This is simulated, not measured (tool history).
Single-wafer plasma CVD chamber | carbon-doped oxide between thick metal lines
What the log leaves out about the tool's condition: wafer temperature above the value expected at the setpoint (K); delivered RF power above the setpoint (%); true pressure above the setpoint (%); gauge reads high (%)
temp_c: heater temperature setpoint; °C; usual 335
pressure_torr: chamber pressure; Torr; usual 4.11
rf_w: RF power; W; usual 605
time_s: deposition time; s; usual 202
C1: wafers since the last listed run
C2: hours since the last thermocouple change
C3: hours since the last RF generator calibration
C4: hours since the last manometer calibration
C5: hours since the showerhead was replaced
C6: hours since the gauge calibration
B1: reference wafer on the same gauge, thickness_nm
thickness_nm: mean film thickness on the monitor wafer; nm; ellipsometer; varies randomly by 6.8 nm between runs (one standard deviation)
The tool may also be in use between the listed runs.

run 1 hour=0.0 | temp_c=335 pressure_torr=4.11 rf_w=605 time_s=202 | C1=0 C2=2427.4 C3=429.8 C4=2387.6 C5=5836.7 C6=431.4 | B1=1168.523 | thickness_nm=1162.509
run 2 hour=30.3 | temp_c=335 pressure_torr=4.11 rf_w=635 time_s=202 | C1=231 C2=2457.7 C3=460.1 C4=2417.9 C5=5867.0 C6=461.7 | B1=1168.825 | thickness_nm=1189.263
run 3 hour=59.0 | temp_c=335 pressure_torr=4.11 rf_w=605 time_s=202 | C1=219 C2=2486.4 C3=488.8 C4=2446.6 C5=5895.7 C6=490.4 | B1=1169.947 | thickness_nm=1149.523
run 4 hour=78.5 | temp_c=335 pressure_torr=4.11 rf_w=605 time_s=202 | C1=149 C2=2505.9 C3=508.3 C4=2466.1 C5=5915.2 C6=509.9 | B1=1171.346 | thickness_nm=1158.756
run 5 hour=97.8 | temp_c=335 pressure_torr=4.11 rf_w=605 time_s=182 | C1=147 C2=2525.2 C3=527.6 C4=2485.4 C5=5934.5 C6=529.2 | B1=1171.411 | thickness_nm=1039.645
run 6 hour=118.4 | temp_c=335 pressure_torr=4.11 rf_w=605 time_s=182 | C1=157 C2=2545.8 C3=548.2 C4=2506.0 C5=5955.1 C6=549.8 | B1=1168.929 | thickness_nm=1029.400
-- hour=132.5 capacitance manometer re-zeroed and calibrated
run 7 hour=140.2 | temp_c=335 pressure_torr=4.11 rf_w=605 time_s=202 | C1=105 C2=2567.6 C3=570.0 C4=7.7 C5=5976.9 C6=571.6 | B1=1170.455 | thickness_nm=1141.536
run 8 hour=161.6 | temp_c=335 pressure_torr=3.30 rf_w=605 time_s=202 | C1=163 C2=2589.0 C3=591.4 C4=29.1 C5=5998.3 C6=593.0 | B1=1171.516 | thickness_nm=1129.329
run 9 hour=174.1 | temp_c=335 pressure_torr=3.30 rf_w=605 time_s=202 | C1=95 C2=2601.5 C3=603.9 C4=41.6 C5=6010.8 C6=605.5 | B1=1170.589 | thickness_nm=1114.370
run 10 hour=203.6 | temp_c=335 pressure_torr=4.11 rf_w=605 time_s=202 | C1=225 C2=2631.0 C3=633.4 C4=71.1 C5=6040.3 C6=635.0 | B1=1167.774 | thickness_nm=1140.094
run 11 hour=227.7 | temp_c=335 pressure_torr=4.11 rf_w=605 time_s=202 | C1=184 C2=2655.1 C3=657.5 C4=95.2 C5=6064.4 C6=659.1 | B1=1171.183 | thickness_nm=1132.490
run 12 hour=245.1 | temp_c=335 pressure_torr=4.94 rf_w=685 time_s=168 | C1=133 C2=2672.5 C3=674.9 C4=112.6 C5=6081.8 C6=676.5 | B1=1170.832 | thickness_nm=1040.908
-- hour=272.5 gauge calibrated
-- hour=281.3 showerhead replaced
run 13 hour=281.8 | temp_c=327 pressure_torr=3.55 rf_w=550 time_s=239 | C1=219 C2=2709.2 C3=711.6 C4=149.3 C5=0.5 C6=9.3 | B1=1170.361 | thickness_nm=1274.199
-- hour=306.0 thermocouple changed; heater temperature recalibrated
run 14 hour=306.5 | temp_c=341 pressure_torr=4.78 rf_w=500 time_s=178 | C1=127 C2=0.5 C3=736.3 C4=174.0 C5=25.2 C6=34.0 | B1=1171.531 | thickness_nm=869.819
run 15 hour=333.4 | temp_c=335 pressure_torr=4.11 rf_w=640 time_s=202 | C1=205 C2=27.4 C3=763.2 C4=200.9 C5=52.1 C6=60.9 | B1=1171.446 | thickness_nm=1171.840
run 16 hour=361.9 | temp_c=335 pressure_torr=4.11 rf_w=605 time_s=202 | C1=218 C2=55.9 C3=791.7 C4=229.4 C5=80.6 C6=89.4 | B1=1171.229 | thickness_nm=1121.842
run 17 hour=375.8 | temp_c=335 pressure_torr=4.11 rf_w=605 time_s=202 | C1=106 C2=69.8 C3=805.6 C4=243.3 C5=94.5 C6=103.3 | B1=1169.936 | thickness_nm=1131.533
run 18 hour=393.6 | temp_c=335 pressure_torr=4.37 rf_w=605 time_s=202 | C1=136 C2=87.6 C3=823.4 C4=261.1 C5=112.3 C6=121.1 | B1=1170.110 | thickness_nm=1122.039
run 19 hour=429.5 | temp_c=341 pressure_torr=4.78 rf_w=500 time_s=178 | C1=274 C2=123.5 C3=859.3 C4=297.0 C5=148.2 C6=157.0 | B1=1169.791 | thickness_nm=859.242
run 20 hour=444.5 | temp_c=322 pressure_torr=4.11 rf_w=605 time_s=181 | C1=114 C2=138.5 C3=874.3 C4=312.0 C5=163.2 C6=172.0 | B1=1169.836 | thickness_nm=1058.629
run 21 hour=465.6 | temp_c=323 pressure_torr=4.11 rf_w=535 time_s=202 | C1=161 C2=159.6 C3=895.4 C4=333.1 C5=184.3 C6=193.1 | B1=1172.842 | thickness_nm=1082.026
-- hour=501.4 RF generator calibrated
run 22 hour=501.9 | temp_c=335 pressure_torr=4.11 rf_w=605 time_s=202 | C1=216 C2=195.9 C3=0.5 C4=369.4 C5=220.6 C6=229.4 | B1=1171.441 | thickness_nm=1165.060
run 23 hour=512.2 | temp_c=335 pressure_torr=4.37 rf_w=605 time_s=202 | C1=78 C2=206.2 C3=10.8 C4=379.7 C5=230.9 C6=239.7 | B1=1170.518 | thickness_nm=1184.647
run 24 hour=584.4 | temp_c=324 pressure_torr=4.47 rf_w=670 time_s=226 | C1=552 C2=278.4 C3=83.0 C4=451.9 C5=303.1 C6=311.9 | B1=1168.297 | thickness_nm=1464.869
run 25 hour=619.3 | temp_c=335 pressure_torr=4.11 rf_w=485 time_s=220 | C1=266 C2=313.3 C3=117.9 C4=486.8 C5=338.0 C6=346.8 | B1=1170.142 | thickness_nm=1094.797
run 26 hour=638.7 | temp_c=335 pressure_torr=4.11 rf_w=605 time_s=202 | C1=148 C2=332.7 C3=137.3 C4=506.2 C5=357.4 C6=366.2 | B1=1170.693 | thickness_nm=1158.087
run 27 hour=669.2 | temp_c=340 pressure_torr=4.11 rf_w=605 time_s=240 | C1=233 C2=363.2 C3=167.8 C4=536.7 C5=387.9 C6=396.7 | B1=1168.753 | thickness_nm=1365.470
run 28 hour=689.6 | temp_c=347 pressure_torr=3.22 rf_w=635 time_s=190 | C1=156 C2=383.6 C3=188.2 C4=557.1 C5=408.3 C6=417.1 | B1=1171.585 | thickness_nm=1073.408

State the hidden condition of the tool at each of the runs:
wafer temperature above the value expected at the setpoint (K): 0 in every run
true pressure above the setpoint (%): 0 in every run
gauge reads high (%): 0 in every run
H1: delivered RF power above the setpoint (%)
run=1 H1=-2.27
run=2 H1=-2.49
run=3 H1=-2.72
run=4 H1=-2.88
run=5 H1=-3.05
run=6 H1=-3.23
run=7 H1=-3.44
run=8 H1=-3.64
run=9 H1=-3.77
run=10 H1=-4.07
run=11 H1=-4.33
run=12 H1=-4.52
run=13 H1=-4.95
run=14 H1=-5.24
run=15 H1=-5.58
run=16 H1=-5.95
run=17 H1=-6.13
run=18 H1=-6.37
run=19 H1=-6.88
run=20 H1=-7.09
run=21 H1=-7.4
run=22 H1=-0.178
run=23 H1=-0.179
run=24 H1=-0.235
run=25 H1=-0.294
run=26 H1=-0.335
run=27 H1=-0.412
run=28 H1=-0.473
